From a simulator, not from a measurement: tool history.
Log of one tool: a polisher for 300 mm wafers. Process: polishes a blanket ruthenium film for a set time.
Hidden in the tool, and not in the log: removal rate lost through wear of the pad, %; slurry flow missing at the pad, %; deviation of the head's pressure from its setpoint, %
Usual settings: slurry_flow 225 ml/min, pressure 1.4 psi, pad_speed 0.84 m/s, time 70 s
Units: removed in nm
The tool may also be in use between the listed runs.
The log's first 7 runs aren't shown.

| run | hour | slurry_flow | pressure | pad_speed | time | wafers since the last listed run | wafers polished on this pad | hours since the slurry nozzle was cleaned | hours since the head pressure was calibrated | incoming thickness of the incoming film, nm | removed |
|---|---|---|---|---|---|---|---|---|---|---|---|
| 8 | 486.9 | 225 | 1.3 | 0.84 | 70 | 570 | 1468 | 345.5 | 506.7 | 539.8 | 57.9 |
| 9 | 591.1 | 225 | 1.3 | 0.84 | 70 | 798 | 2267 | 449.7 | 610.9 | 541.8 | 58.5 |
| 10 | 658.1 | 225 | 1.3 | 0.84 | 70 | 513 | 2781 | 516.7 | 677.9 | 542 | 57.6 |
|  | 696.7 | head pressure recalibrated |
| 11 | 714.9 | 165 | 1.4 | 0.84 | 70 | 420 | 3201 | 573.5 | 18.2 | 545 | 53.1 |
| 12 | 784 | 200 | 1.9 | 0.66 | 51 | 529 | 3731 | 642.6 | 87.3 | 537 | 42.6 |
|  | 796.2 | slurry nozzle cleaned |
| 13 | 885.9 | 225 | 1.4 | 0.84 | 53 | 773 | 4504 | 89.7 | 189.2 | 528.2 | 43.3 |
|  | 891.4 | worn pad replaced by a new one |
| 14 | 925.9 | 225 | 1.4 | 0.84 | 70 | 276 | 264 | 129.7 | 229.2 | 535.2 | 57.5 |
| 15 | 988.1 | 175 | 1.4 | 0.84 | 54 | 476 | 741 | 191.9 | 291.4 | 546.1 | 44.3 |
| 16 | 1042.4 | 285 | 0.9 | 0.84 | 56 | 416 | 1158 | 246.2 | 345.7 | 528.9 | 35.2 |
| 17 | 1082.3 | 225 | 1.4 | 0.84 | 48 | 305 | 1464 | 286.1 | 385.6 | 542.2 | 40.3 |
| 18 | 1134.8 | 225 | 1 | 0.84 | 85 | 402 | 1866 | 338.6 | 438.1 | 540 | 57.2 |
| 19 | 1185.3 | 225 | 1.1 | 0.84 | 70 | 387 | 2253 | 389.1 | 488.6 | 538 | 50.2 |
| 20 | 1233.7 | 225 | 1.4 | 0.84 | 87 | 371 | 2624 | 437.5 | 537 | 537.6 | 72.9 |

The next listed run, before its measurement:
| 21 | 1285.4 | 190 | 1.4 | 0.58 | 91 | 396 | 3021 | 489.2 | 588.7 | 541.2 | ? |

Run 21 gave removed 58 nm.
Without the tool's hidden state the same run would have given removed 53.5 nm.
